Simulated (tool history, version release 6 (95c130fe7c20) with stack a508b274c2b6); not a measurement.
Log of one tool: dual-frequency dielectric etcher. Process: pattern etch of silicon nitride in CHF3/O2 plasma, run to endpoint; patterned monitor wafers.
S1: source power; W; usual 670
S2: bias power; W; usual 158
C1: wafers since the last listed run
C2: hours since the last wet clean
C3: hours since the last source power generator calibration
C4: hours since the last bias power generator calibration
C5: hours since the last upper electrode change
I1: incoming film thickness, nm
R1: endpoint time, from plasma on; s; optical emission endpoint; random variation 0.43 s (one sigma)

run,hour,S1,S2,C1,C2,C3,C4,C5,I1,R1
1,0,670,158,0,56,2300.8,1340.4,5742,76.6,48.8
2,20.5,670,158,304,76.5,2321.3,1360.9,5762.5,76.9,49.5
3,47.7,670,158,404,103.7,2348.5,1388.1,5789.7,75.6,48.1
4,62.6,670,158,221,118.6,2363.4,1403,5804.6,76.9,49.6
5,74.7,670,158,179,130.7,2375.5,1415.1,5816.7,76.8,49.3
6,93.9,580,158,285,149.9,2394.7,1434.3,5835.9,77.4,54.8
7,120.7,710,158,398,176.7,2421.5,1461.1,5862.7,76.5,47.1
8,134.1,710,158,199,190.1,2434.9,1474.5,5876.1,77,47.3
9,150.4,710,158,242,206.4,2451.2,1490.8,5892.4,76.6,47.8
# hour 179: bias power generator calibrated
10,181.2,720,158,398,237.2,2482,2.2,5923.2,76.7,47.3
# hour 206.7: source power generator calibrated
11,213.3,720,158,417,269.3,6.6,34.3,5955.3,76.8,47.9
# hour 238.7: upper electrode replaced
12,239.2,720,158,28,295.2,32.5,60.2,0.5,77.4,48.2
13,265.2,670,119,386,321.2,58.5,86.2,26.5,76.8,56.6
14,300.3,610,135,521,356.3,93.6,121.3,61.6,76.9,56.8
15,318.4,560,119,269,374.4,111.7,139.4,79.7,77.2,65.3
16,343,720,139,365,399,136.3,164,104.3,76.3,51.3
# hour 369.3: wet clean of the chamber
17,369.8,580,125,41,0.5,163.1,190.8,131.1,76.9,55.5
18,379.8,670,158,148,10.5,173.1,200.8,141.1,77.2,46.2
19,414.7,530,141,518,45.4,208,235.7,176,76.1,56
20,433.7,570,183,282,64.4,227,254.7,195,76.6,48.3
# hour 463.2: wet clean of the chamber, repeated, since the last time left the tool worse
21,463.6,670,158,87,0.4,256.9,284.6,224.9,77.8,49.7
22,486.3,670,158,337,23.1,279.6,307.3,247.6,76.4,48.8
23,502.8,670,170,245,39.6,296.1,323.8,264.1,76.8,47.7
24,524.8,790,123,327,61.6,318.1,345.8,286.1,77.5,50.3
25,549.8,670,158,371,86.6,343.1,370.8,311.1,76.9,49.1

Forecast each of these 5 alternatives for the next run:
A,550.2,670,158,5,87,343.5,371.2,311.5,77,?
B,550.2,620,135,5,87,343.5,371.2,311.5,77,?
C,550.2,770,126,5,87,343.5,371.2,311.5,77,?
D,550.2,670,189,5,87,343.5,371.2,311.5,77,?
E,550.2,720,192,5,87,343.5,371.2,311.5,77,?

run,R1
A,49.8
B,56.1
C,50.5
D,46.1
E,43.8
Without the tool's hidden state the same runs would have given:
run,R1
A,49.2
B,55.5
C,49.9
D,45.6
E,43.3
